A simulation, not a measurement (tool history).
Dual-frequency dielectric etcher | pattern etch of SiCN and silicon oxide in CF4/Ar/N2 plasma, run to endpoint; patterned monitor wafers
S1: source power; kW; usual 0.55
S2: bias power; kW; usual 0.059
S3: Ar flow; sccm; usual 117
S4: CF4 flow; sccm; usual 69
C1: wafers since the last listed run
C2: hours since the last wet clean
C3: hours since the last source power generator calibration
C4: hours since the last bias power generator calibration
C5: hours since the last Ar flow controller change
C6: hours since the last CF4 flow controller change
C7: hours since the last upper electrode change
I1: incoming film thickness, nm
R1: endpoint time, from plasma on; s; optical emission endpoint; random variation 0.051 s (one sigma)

run    hour    S1     S2   S3  S4    C1     C2      C3      C4      C5      C6      C7     I1    R1
  1       0  0.55  0.059  117  69     0   11.4  3277.7    2517  4181.5  1483.8  2337.9  14.56  15.7
  2    84.4  0.55  0.059  117  69  1071   95.8  3362.1  2601.4  4265.9  1568.2  2422.3  14.56  15.7
  3     189  0.55  0.059  117  69  1328  200.4  3466.7    2706  4370.5  1672.8  2526.9  14.63  15.5
  4   277.5  0.55  0.059  130  69  1123  288.9  3555.2  2794.5    4459  1761.3  2615.4  14.61    16
  5   325.3  0.55  0.059  103  69   607  336.7    3603  2842.3  4506.8  1809.1  2663.2  14.51  14.9
  6   376.4  0.55  0.049  117  69   648  387.8  3654.1  2893.4  4557.9  1860.2  2714.3  14.38  16.5
  7   572.6  0.55  0.049  117  69  2491    584  3850.3  3089.6  4754.1  2056.4  2910.5  14.54  16.5
      659.6  -- wet clean of the chamber
  8   664.2  0.64  0.059  108  69   858    4.6  3941.9  3181.2  4845.7    2148  3002.1  14.52  13.8
  9   717.6  0.64  0.059  108  69   678     58  3995.3  3234.6  4899.1  2201.4  3055.5  14.48  13.9
 10   781.2  0.55  0.059  117  69   807  121.6  4058.9  3298.2  4962.7    2265  3119.1  14.59  15.9
 11   868.7  0.55  0.059  117  69  1111  209.1  4146.4  3385.7  5050.2  2352.5  3206.6  14.52  15.8
 12   947.6  0.55  0.054  139  75  1001    288  4225.3  3464.6  5129.1  2431.4  3285.5  14.49    17
     1008.4  -- upper electrode replaced
 13  1019.7  0.55  0.059  117  69   610  360.1  4297.4  3536.7  5201.2  2503.5    11.3  14.49  15.7
 14  1098.8  0.61  0.048  117  81  1004  439.2  4376.5  3615.8  5280.3  2582.6    90.4  14.58  15.3
     1112.1  -- Ar flow controller replaced
 15  1179.1  0.51  0.054  117  69   943  519.5  4456.8  3696.1      67  2662.9   170.7   14.5  17.2
     1235.3  -- CF4 flow controller replaced
     1242.6  -- source power generator calibrated
 16  1243.1  0.55  0.059  130  69   685  583.5     0.5  3760.1     131     7.8   234.7  14.29  15.2
     1293.8  -- bias power generator calibrated
     1320.3  -- wet clean of the chamber
 17  1348.6  0.55  0.059  117  69   984   28.3     106    54.8   236.5   113.3   340.2  14.52  15.4
 18  1418.9  0.55  0.059  117  69   892   98.6   176.3   125.1   306.8   183.6   410.5  14.57  15.5
 19    1506  0.68  0.059  134  63  1106  185.7   263.4   212.2   393.9   270.7   497.6   14.6  13.6
 20  1569.5  0.55   0.05  117  75   806  249.2   326.9   275.7   457.4   334.2   561.1  14.47    16
 21  1630.7  0.55  0.053  117  58   777  310.4   388.1   336.9   518.6   395.4   622.3  14.43  16.3
 22  1699.8  0.63  0.059  130  69   877  379.5   457.2     406   587.7   464.5   691.4  14.61    14
 23  1799.5  0.55  0.054   95  63  1266  479.2   556.9   505.7   687.4   564.2   791.1  14.49  14.9
 24  1903.2  0.55  0.059  117  78  1316  582.9   660.6   609.4   791.1   667.9   894.8  14.54  14.7

Forecast each of these 4 alternatives for the next run:
  A  1903.6  0.55  0.059  117  69   5  583.3  661  609.8  791.5  668.3  895.2  14.62   ?
  B  1903.6  0.55  0.064  145  69   5  583.3  661  609.8  791.5  668.3  895.2  14.62   ?
  C  1903.6   0.6  0.045  117  79   5  583.3  661  609.8  791.5  668.3  895.2  14.62   ?
  D  1903.6  0.43  0.065  117  76   5  583.3  661  609.8  791.5  668.3  895.2  14.62   ?

run    R1
  A  15.1
  B  15.4
  C  15.4
  D  17.5
Without the tool's hidden state the same runs would have given:
run    R1
  A  15.6
  B  15.9
  C  15.8
  D    18
